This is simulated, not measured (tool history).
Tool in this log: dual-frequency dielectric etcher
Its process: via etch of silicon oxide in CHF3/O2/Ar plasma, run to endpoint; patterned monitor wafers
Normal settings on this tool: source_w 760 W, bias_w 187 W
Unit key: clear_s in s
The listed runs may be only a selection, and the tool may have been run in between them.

run,day,source_w,bias_w,wafers since the last listed run,hours since the last wet clean,hours since the last source power generator calibration,hours since the last bias power generator calibration,hours since the last upper electrode change,"incoming incoming film thickness, nm",clear_s
1,0.000,760,187,0,199.6,2716.2,3409.0,3435.5,509.6,231.6
2,1.125,760,187,172,226.6,2743.2,3436.0,3462.5,501.5,229.6
3,5.483,760,187,668,331.2,2847.8,3540.6,3567.1,496.9,227.3
# day 6.925: wet clean of the chamber
4,8.317,760,187,281,33.4,2915.8,3608.6,3635.1,494.2,220.5
5,10.917,760,187,398,95.8,2978.2,3671.0,3697.5,500.7,224.8
6,11.942,760,187,157,120.4,3002.8,3695.6,3722.1,499.0,222.8
7,13.196,760,187,192,150.5,3032.9,3725.7,3752.2,498.5,224.3
8,19.642,760,187,988,305.2,3187.6,3880.4,3906.9,489.8,223.8
# day 21.458: wet clean of the chamber
9,21.479,760,162,128,0.5,3231.7,3924.5,3951.0,500.8,241.8
10,22.367,760,162,136,21.8,3253.0,3945.8,3972.3,503.5,241.4
# day 22.771: source power generator calibrated
11,23.792,700,187,193,56.0,24.5,3980.0,4006.5,501.6,234.0
12,25.046,760,187,192,86.1,54.6,4010.1,4036.6,492.7,220.1
13,26.321,760,187,195,116.7,85.2,4040.7,4067.2,502.2,229.0
14,29.033,880,201,416,181.8,150.3,4105.8,4132.3,498.9,206.1
15,31.479,810,202,375,240.5,209.0,4164.5,4191.0,505.1,219.9
16,35.712,810,202,649,342.1,310.6,4266.1,4292.6,495.9,218.1
17,37.650,760,187,297,388.6,357.1,4312.6,4339.1,498.8,232.9
# day 39.829: wet clean of the chamber
18,39.850,630,201,184,0.5,409.9,4365.4,4391.9,505.7,235.1
19,41.071,940,145,187,29.8,439.2,4394.7,4421.2,498.8,227.6
20,43.446,680,187,364,86.8,496.2,4451.7,4478.2,503.1,239.1
# day 45.633: upper electrode replaced
21,45.654,760,233,185,139.8,549.2,4504.7,0.5,496.2,202.0
22,48.367,920,201,416,204.9,614.3,4569.8,65.6,499.0,203.3
23,51.296,700,187,449,275.2,684.6,4640.1,135.9,498.4,238.2
24,54.075,850,143,426,341.9,751.3,4706.8,202.6,499.4,252.4
# day 55.212: wet clean of the chamber
# day 57.838: bias power generator calibrated
25,59.421,760,168,641,101.0,879.6,38.0,330.9,498.7,237.0
26,61.488,580,157,317,150.6,929.2,87.6,380.5,501.9,275.6
27,64.379,700,174,443,220.0,998.6,157.0,449.9,497.2,243.0
28,66.388,700,174,308,268.2,1046.8,205.2,498.1,500.7,246.0
29,67.962,580,225,241,306.0,1084.6,243.0,535.9,498.5,237.8
30,70.058,760,187,321,356.3,1134.9,293.3,586.2,492.3,230.6
31,71.754,570,165,260,397.0,1175.6,334.0,626.9,498.4,279.8
# day 72.862: wet clean of the chamber
32,73.396,760,187,98,12.8,1215.0,373.4,666.3,501.5,222.5
33,74.442,640,218,160,37.9,1240.1,398.5,691.4,501.2,224.9

5 options for the next run, each taken on its own from the tool as it stands now. Forecast them:
A,74.462,760,187,3,38.4,1240.6,399.0,691.9,501.4,?
B,74.462,570,222,3,38.4,1240.6,399.0,691.9,501.4,?
C,74.462,910,142,3,38.4,1240.6,399.0,691.9,501.4,?
D,74.462,930,144,3,38.4,1240.6,399.0,691.9,501.4,?
E,74.462,950,147,3,38.4,1240.6,399.0,691.9,501.4,?

run,clear_s
A,223.4
B,234.0
C,235.7
D,231.9
E,227.4
With no hidden state in the tool, these same runs would have given:
run,clear_s
A,221.2
B,231.7
C,233.4
D,229.6
E,225.2

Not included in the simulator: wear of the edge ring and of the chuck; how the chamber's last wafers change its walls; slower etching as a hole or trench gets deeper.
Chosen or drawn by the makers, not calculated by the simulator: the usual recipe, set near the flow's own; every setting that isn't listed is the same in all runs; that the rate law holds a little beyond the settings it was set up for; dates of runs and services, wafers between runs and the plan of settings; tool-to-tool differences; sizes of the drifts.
